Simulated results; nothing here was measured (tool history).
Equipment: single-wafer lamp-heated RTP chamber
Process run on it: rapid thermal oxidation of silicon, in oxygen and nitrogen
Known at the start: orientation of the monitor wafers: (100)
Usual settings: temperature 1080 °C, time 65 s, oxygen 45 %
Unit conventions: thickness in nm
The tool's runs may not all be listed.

run	hour	temperature	time	oxygen	wafers since the last listed run	wafers since the last pyrometer calibration	hours since the oxygen flow controller was replaced	hours since the gauge calibration	read-back reference wafer on the same gauge, thickness	thickness
1	0	1080	65	59	0	53	2137.2	314.9	7.082	8.825
2	14.6	1080	65	56	76	129	2151.8	329.5	7.083	8.634
3	42.6	1080	65	56	147	277	2179.8	357.5	7.074	8.617
4	76.9	1080	65	56	180	457	2214.1	391.8	7.08	8.619
5	108	1080	65	45	163	621	2245.2	422.9	7.078	7.978
6	130.3	1080	65	45	117	738	2267.5	445.2	7.08	8.009
7	158.3	1080	65	45	147	885	2295.5	473.2	7.08	8.023
8	190.4	1080	65	45	168	1054	2327.6	505.3	7.079	8.055
9	224.4	1080	65	45	178	1233	2361.6	539.3	7.084	8.049
10	257.6	1080	65	45	174	1408	2394.8	572.5	7.082	8.027
11	275.2	1080	47	45	92	1500	2412.4	590.1	7.081	6.987
# hour 294.3: pyrometer window cleaned and pyrometer calibrated
12	294.8	1080	47	45	61	2	2432	609.7	7.079	6.943
13	318.1	1080	47	45	122	125	2455.3	633	7.079	6.931
14	343.4	1080	65	45	133	258	2480.6	658.3	7.08	7.983
15	372.7	1080	65	45	154	412	2509.9	687.6	7.083	7.969
16	386.6	1080	65	45	73	485	2523.8	701.5	7.083	7.965
17	421.9	1080	74	45	185	671	2559.1	736.8	7.085	8.455
18	441.7	1080	52	56	104	775	2578.9	756.6	7.085	7.827
19	469.8	1057	81	45	147	923	2607	784.7	7.083	7.594
20	500.5	1088	88	45	161	1084	2637.7	815.4	7.079	9.628
21	525.5	1080	86	71	131	1216	2662.7	840.4	7.08	10.726
22	543.3	1080	52	19	93	1309	2680.5	858.2	7.073	5.383
23	557	1080	65	45	72	1381	2694.2	871.9	7.083	8.049

Run 24, settings as shown, results not yet in. Your forecast:
24	573	1064	40	17	84	1466	2710.2	887.9	?	?

Run 24 yielded read-back reference wafer on the same gauge, thickness 7.083, thickness 4.235 nm.
Take away the tool's hidden state, keep the run-to-run variation as it was, and the same run would have given thickness 4.199 nm.
